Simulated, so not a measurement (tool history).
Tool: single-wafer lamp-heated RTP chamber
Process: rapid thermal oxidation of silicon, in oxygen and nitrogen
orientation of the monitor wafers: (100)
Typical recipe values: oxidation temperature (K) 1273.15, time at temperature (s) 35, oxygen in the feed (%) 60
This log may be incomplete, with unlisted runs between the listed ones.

run,day,oxidation temperature (K),time at temperature (s),oxygen in the feed (%),"read-back reference wafer on the same gauge, thickness",oxide thickness on the monitor wafer (nm)
1,0,1273.15,35,79,2.943,4.112
2,0.733,1273.15,35,79,2.942,4.122
3,1.292,1273.15,35,79,2.939,4.126
# day 2.35: pyrometer window cleaned and pyrometer calibrated
4,2.371,1273.15,35,60,2.944,3.622
5,2.792,1273.15,35,60,2.936,3.636
6,4.738,1273.15,35,60,2.939,3.677
7,5.212,1273.15,35,60,2.94,3.698
8,5.871,1273.15,35,60,2.936,3.744
9,6.4,1273.15,35,60,2.945,3.749
10,6.85,1283.15,35,60,2.934,3.973
11,7.458,1283.15,35,60,2.941,3.988
# day 8.35: oxygen flow controller replaced
12,8.371,1283.15,35,60,2.945,4.002
13,10.008,1254.15,42,83,2.943,3.942
14,10.517,1273.15,35,60,2.947,3.813
15,10.804,1273.15,35,60,2.936,3.774
# day 11.679: pyrometer window cleaned and pyrometer calibrated
16,11.7,1281.15,50,80,2.939,4.883
17,12.054,1273.15,41,34,2.945,3.244
18,12.617,1273.15,35,60,2.945,3.611
19,12.95,1273.15,42,86,2.944,4.386
# day 13.129: gauge calibrated
20,13.5,1273.15,23,38,2.939,2.791
21,14.117,1288.15,29,89,2.942,4.301
22,14.567,1273.15,35,60,2.944,3.673
23,15.204,1281.15,35,40,2.937,3.456
24,15.712,1256.15,20,86,2.941,3.02
25,16.421,1273.15,44,60,2.941,4.08

What if the next run were any one of these 3? Each begins from the tool's condition after run 25:
A,16.438,1273.15,35,60,?,?
B,16.438,1273.15,29,75,?,?
C,16.438,1273.15,28,35,?,?

run,"read-back reference wafer on the same gauge, thickness",oxide thickness on the monitor wafer (nm)
A,2.943,3.75
B,2.943,3.736
C,2.943,2.958
What these runs would have given with no unlogged condition in the tool:
run,oxide thickness on the monitor wafer (nm)
A,3.642
B,3.628
C,2.889
